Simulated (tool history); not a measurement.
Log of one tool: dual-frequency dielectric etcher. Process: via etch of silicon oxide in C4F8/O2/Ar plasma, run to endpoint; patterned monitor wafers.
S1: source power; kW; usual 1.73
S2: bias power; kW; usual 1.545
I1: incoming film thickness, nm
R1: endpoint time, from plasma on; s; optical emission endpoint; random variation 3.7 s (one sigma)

run	hour	S1	S2	I1	R1
1	0	1.73	1.545	2011.2	445.5
2	10.8	1.73	1.545	2015.9	445.9
# hour 62.6: bias power generator calibrated
3	64.4	1.73	1.545	2010.5	444.9
# hour 96.4: upper electrode replaced
# hour 98.6: source power generator calibrated
4	99.1	1.73	1.545	2034.1	443.5
5	99.5	1.73	1.545	2014.7	447.6
6	101	1.73	1.545	2023.6	453
7	117.6	1.73	1.853	2008.6	422.3
8	125.4	1.73	1.853	2023.2	419
9	142.2	1.73	1.545	2040.1	452.1
10	159.1	1.73	1.545	1998.5	446.1
11	176	1.73	1.545	2014.3	445.6
12	213.1	1.73	1.545	2000.5	449.4
13	223.7	1.59	1.545	2002.1	478.3
14	238.7	2.07	1.306	1989.6	419.7
15	255.6	1.38	1.368	2015.5	545.1
# hour 287.9: wet clean of the chamber
16	288.4	1.73	1.545	2006.6	423.3
17	288.8	2.1	1.545	1989.1	375.3
18	294.4	2.06	1.545	2002.2	380.3
19	310.7	1.38	1.701	2006.9	489.5
20	326.3	1.73	1.545	2009.4	430.3
21	342.1	1.73	1.545	2009.1	422.7
22	355.3	1.73	1.545	2020.5	435
23	361.4	1.9	1.705	1991.9	385.8
24	374.2	1.73	1.545	2023	429.6
25	382.3	1.36	1.889	1999.8	466.1
26	394	1.88	1.428	2002.1	421.7
27	403.6	1.73	1.788	2010.4	415.8
28	413.4	1.73	1.545	2001.5	430.4
29	428.5	1.48	1.684	2019.4	466.9
30	445.5	1.88	1.295	2012.4	434.6
31	462.1	1.73	1.776	2009.7	410.8
32	470.9	1.73	1.645	2015.6	427.1
33	484.3	1.73	1.545	2027.6	440.8
34	490.5	2.06	1.545	2031	393
35	502	1.42	1.545	2044	508.2

4 ways to go on from here, each from the tool as it stands after run 35. What would each give?
A	502.5	1.73	1.545	2023.1	?
B	502.5	2.16	1.819	2023.1	?
C	502.5	1.88	1.222	2023.1	?
D	502.5	1.39	1.29	2023.1	?

run	R1
A	438.2
B	362.2
C	450
D	543.8
Without the tool's hidden state the same runs would have given:
run	R1
A	431.9
B	357
C	443.6
D	536
